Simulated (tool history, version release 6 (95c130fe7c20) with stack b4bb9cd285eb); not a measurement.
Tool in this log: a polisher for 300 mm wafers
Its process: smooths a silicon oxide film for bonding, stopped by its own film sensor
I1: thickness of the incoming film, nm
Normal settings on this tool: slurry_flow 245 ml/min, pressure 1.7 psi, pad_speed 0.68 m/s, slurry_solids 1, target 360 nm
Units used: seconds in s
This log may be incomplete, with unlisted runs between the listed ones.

run 1 day=0 | slurry_flow=245 pressure=1.7 pad_speed=0.68 slurry_solids=1.15 target=360 | I1=390.7 | seconds=89.4
run 2 day=0.483 | slurry_flow=245 pressure=1.7 pad_speed=0.68 slurry_solids=1 target=360 | I1=389.2 | seconds=89.9
-- day=0.729 worn pad replaced by a new one
run 3 day=1.108 | slurry_flow=245 pressure=1.7 pad_speed=0.68 slurry_solids=1 target=360 | I1=392 | seconds=87.6
run 4 day=1.783 | slurry_flow=245 pressure=1.7 pad_speed=0.68 slurry_solids=1 target=360 | I1=394.8 | seconds=100.9
run 5 day=2.379 | slurry_flow=245 pressure=1.7 pad_speed=0.68 slurry_solids=1 target=360 | I1=389.8 | seconds=85.3
run 6 day=2.788 | slurry_flow=245 pressure=1.7 pad_speed=0.68 slurry_solids=1 target=360 | I1=385.2 | seconds=73.9
-- day=2.996 slurry nozzle cleaned
run 7 day=3.529 | slurry_flow=245 pressure=1.7 pad_speed=0.68 slurry_solids=1 target=360 | I1=389.6 | seconds=89.3
run 8 day=3.971 | slurry_flow=245 pressure=1.7 pad_speed=0.68 slurry_solids=1 target=360 | I1=392.2 | seconds=96.1
run 9 day=4.562 | slurry_flow=245 pressure=1.7 pad_speed=0.68 slurry_solids=1 target=360 | I1=395.6 | seconds=112.7
-- day=5.3 worn pad replaced by a new one
run 10 day=5.321 | slurry_flow=245 pressure=1.7 pad_speed=0.68 slurry_solids=1 target=360 | I1=393.1 | seconds=92.3
run 11 day=5.879 | slurry_flow=245 pressure=1.7 pad_speed=0.68 slurry_solids=1 target=360 | I1=392.5 | seconds=95.5
run 12 day=6.325 | slurry_flow=245 pressure=1.7 pad_speed=0.68 slurry_solids=1 target=360 | I1=389.5 | seconds=85.8
run 13 day=6.775 | slurry_flow=285 pressure=2 pad_speed=0.68 slurry_solids=1 target=360 | I1=394.3 | seconds=86.1
run 14 day=7.283 | slurry_flow=245 pressure=1.7 pad_speed=0.88 slurry_solids=1 target=360 | I1=386.1 | seconds=65.9
run 15 day=7.7 | slurry_flow=195 pressure=1.2 pad_speed=0.68 slurry_solids=1 target=366 | I1=389 | seconds=102.6
-- day=8.096 slurry blender recalibrated
run 16 day=8.158 | slurry_flow=245 pressure=1.7 pad_speed=0.68 slurry_solids=0.75 target=360 | I1=387 | seconds=83.2
-- day=8.5 head pressure recalibrated
run 17 day=8.521 | slurry_flow=245 pressure=1.4 pad_speed=0.68 slurry_solids=1.15 target=360 | I1=394.4 | seconds=114.1
run 18 day=9.112 | slurry_flow=245 pressure=1.7 pad_speed=0.68 slurry_solids=0.9 target=360 | I1=383.7 | seconds=70.6
-- day=9.454 worn pad replaced by a new one
run 19 day=9.475 | slurry_flow=245 pressure=1.7 pad_speed=0.9 slurry_solids=1 target=352 | I1=396.5 | seconds=93.8
run 20 day=10.058 | slurry_flow=245 pressure=1.7 pad_speed=0.68 slurry_solids=1 target=360 | I1=386.8 | seconds=72.9
run 21 day=10.808 | slurry_flow=325 pressure=1.7 pad_speed=0.8 slurry_solids=0.8 target=365 | I1=381.4 | seconds=40.9
run 22 day=11.225 | slurry_flow=185 pressure=1.7 pad_speed=0.68 slurry_solids=0.7 target=360 | I1=382.3 | seconds=69.8
run 23 day=11.95 | slurry_flow=315 pressure=1.7 pad_speed=0.52 slurry_solids=0.9 target=369 | I1=388.7 | seconds=68.8
run 24 day=12.512 | slurry_flow=245 pressure=1.7 pad_speed=0.68 slurry_solids=1 target=360 | I1=394.8 | seconds=99.5
run 25 day=13.258 | slurry_flow=245 pressure=1.7 pad_speed=0.68 slurry_solids=1.2 target=360 | I1=387.7 | seconds=78.3
run 26 day=13.588 | slurry_flow=245 pressure=1.7 pad_speed=0.68 slurry_solids=1 target=360 | I1=394.3 | seconds=102.8
run 27 day=14.046 | slurry_flow=245 pressure=1.7 pad_speed=0.68 slurry_solids=1 target=365 | I1=390 | seconds=76.1
-- day=14.258 worn pad replaced by a new one
run 28 day=14.458 | slurry_flow=245 pressure=1.7 pad_speed=0.86 slurry_solids=1 target=360 | I1=388.3 | seconds=61.4
run 29 day=16.246 | slurry_flow=245 pressure=1.7 pad_speed=0.68 slurry_solids=1 target=364 | I1=390.3 | seconds=73.2
run 30 day=16.721 | slurry_flow=195 pressure=1.2 pad_speed=0.68 slurry_solids=1 target=366 | I1=393.3 | seconds=112.2
run 31 day=17.433 | slurry_flow=245 pressure=1.3 pad_speed=0.68 slurry_solids=1.25 target=354 | I1=385.6 | seconds=115.1

Here are 3 independent what-if runs from the current tool condition. What would each one return?
run A day=17.45 | slurry_flow=245 pressure=1.9 pad_speed=0.68 slurry_solids=1 target=360 | I1=389.6 | seconds=?
run B day=17.45 | slurry_flow=185 pressure=1.7 pad_speed=0.68 slurry_solids=1 target=364 | I1=389.6 | seconds=?
run C day=17.45 | slurry_flow=245 pressure=1.7 pad_speed=0.5 slurry_solids=1 target=356 | I1=389.6 | seconds=?

run=A seconds=78
run=B seconds=78.5
run=C seconds=126.6
The same runs, with their run-to-run variation unchanged, on a tool lacking any hidden condition would have given:
run=A seconds=68.9
run=B seconds=69.4
run=C seconds=111.8

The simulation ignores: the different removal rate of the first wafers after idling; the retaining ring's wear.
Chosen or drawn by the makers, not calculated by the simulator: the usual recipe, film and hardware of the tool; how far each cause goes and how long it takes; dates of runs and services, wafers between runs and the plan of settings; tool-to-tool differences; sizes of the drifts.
